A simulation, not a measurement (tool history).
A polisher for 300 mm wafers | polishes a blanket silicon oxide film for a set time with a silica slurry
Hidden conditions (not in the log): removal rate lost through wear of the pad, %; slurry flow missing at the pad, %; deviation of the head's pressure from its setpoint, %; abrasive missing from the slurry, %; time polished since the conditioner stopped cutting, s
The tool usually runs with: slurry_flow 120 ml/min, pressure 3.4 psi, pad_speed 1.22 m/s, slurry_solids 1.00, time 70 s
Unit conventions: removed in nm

run,hour,slurry_flow,pressure,pad_speed,slurry_solids,time,wafers since the last listed run,wafers polished on this pad,hours since the slurry nozzle was cleaned,hours since the head pressure was calibrated,hours since the slurry blender was calibrated,hours since the conditioning disc was replaced,"incoming thickness of the incoming film, nm",removed
1,0.0,120,3.4,1.22,1.00,70,0,600,68.1,731.7,122.5,311.0,1818.8,154.6
# hour 5.1: slurry blender recalibrated
# hour 10.5: worn pad replaced by a new one
2,30.9,120,3.4,1.22,1.00,70,331,271,99.0,762.6,25.8,341.9,1856.6,157.3
3,55.4,120,3.4,1.22,1.00,70,325,596,123.5,787.1,50.3,366.4,1852.1,153.2
# hour 65.2: worn pad replaced by a new one
4,85.6,120,3.4,1.48,1.00,70,348,271,153.7,817.3,80.5,396.6,1835.1,176.1
5,100.6,120,3.4,1.48,1.00,70,199,470,168.7,832.3,95.5,411.6,1864.0,178.1
6,115.3,120,3.4,1.48,1.00,70,195,666,183.4,847.0,110.2,426.3,1885.8,178.9
# hour 121.1: slurry blender recalibrated
# hour 121.6: worn pad replaced by a new one
# hour 125.0: conditioning disc replaced and pad reconditioned
7,129.2,120,3.4,1.22,1.00,70,125,75,197.3,860.9,8.1,4.2,1855.5,155.4
8,146.9,120,3.4,1.22,1.00,70,235,310,215.0,878.6,25.8,21.9,1846.8,155.8
# hour 159.7: slurry nozzle cleaned
9,168.8,120,4.0,1.22,1.00,52,277,588,9.1,900.5,47.7,43.8,1884.2,134.9
# hour 177.6: worn pad replaced by a new one
10,184.3,120,3.0,1.22,1.00,70,152,88,24.6,916.0,63.2,59.3,1848.7,135.2
# hour 198.2: head pressure recalibrated
11,214.0,120,3.4,1.48,1.00,70,368,457,54.3,15.8,92.9,89.0,1857.2,203.6
# hour 231.9: slurry blender recalibrated
12,237.3,120,3.4,0.96,1.00,51,283,740,77.6,39.1,5.4,112.3,1844.0,108.9
# hour 248.2: worn pad replaced by a new one
13,257.1,120,3.4,0.88,1.00,50,210,117,97.4,58.9,25.2,132.1,1830.8,99.7
14,282.1,120,3.4,1.22,1.00,70,332,450,122.4,83.9,50.2,157.1,1830.9,173.4
15,305.5,155,2.3,1.02,0.70,70,311,761,145.8,107.3,73.6,180.5,1853.3,92.8
# hour 311.0: worn pad replaced by a new one
16,318.6,100,3.4,1.22,1.20,70,121,100,158.9,120.4,86.7,193.6,1868.4,183.3

Describe how what the log doesn't record of the tool's condition differs between the last listed run preceding each entry between runs and the first listed run following it.
Run 1 -> run 2: slurry blender recalibrated (hour 5.1); worn pad replaced by a new one (hour 10.5)
  deviation of the head's pressure from its setpoint, %: -12.4 -> -12.5
  measured less the result without the state, removed: -21.8 -> -22.4 nm
Run 3 -> run 4: worn pad replaced by a new one (hour 65.2)
  deviation of the head's pressure from its setpoint, %: -12.6 -> -12.7
  measured less the result without the state, removed: -22.0 -> -25.5 nm
Run 6 -> run 7: slurry blender recalibrated (hour 121.1); worn pad replaced by a new one (hour 121.6); conditioning disc replaced and pad reconditioned (hour 125.0)
  deviation of the head's pressure from its setpoint, %: -12.7 -> -12.8
  measured less the result without the state, removed: -26.2 -> -22.7 nm
Run 8 -> run 9: slurry nozzle cleaned (hour 159.7)
  deviation of the head's pressure from its setpoint, %: -12.8 -> -12.9
  measured less the result without the state, removed: -22.9 -> -19.9 nm
Run 9 -> run 10: worn pad replaced by a new one (hour 177.6)
  no hidden state differs between the two runs
  measured less the result without the state, removed: -19.9 -> -20.1 nm
Run 10 -> run 11: head pressure recalibrated (hour 198.2)
  deviation of the head's pressure from its setpoint, %: -12.9 -> 1
  measured less the result without the state, removed: -20.1 -> +2.1 nm
Run 11 -> run 12: slurry blender recalibrated (hour 231.9)
  deviation of the head's pressure from its setpoint, %: 1 -> 0.121
  measured less the result without the state, removed: +2.1 -> +0.2 nm
Run 12 -> run 13: worn pad replaced by a new one (hour 248.2)
  deviation of the head's pressure from its setpoint, %: 0.121 -> -0.576
  measured less the result without the state, removed: +0.2 -> -0.5 nm
Run 15 -> run 16: worn pad replaced by a new one (hour 311.0)
  deviation of the head's pressure from its setpoint, %: -2.1 -> -2.48
  measured less the result without the state, removed: -2.0 -> -4.7 nm
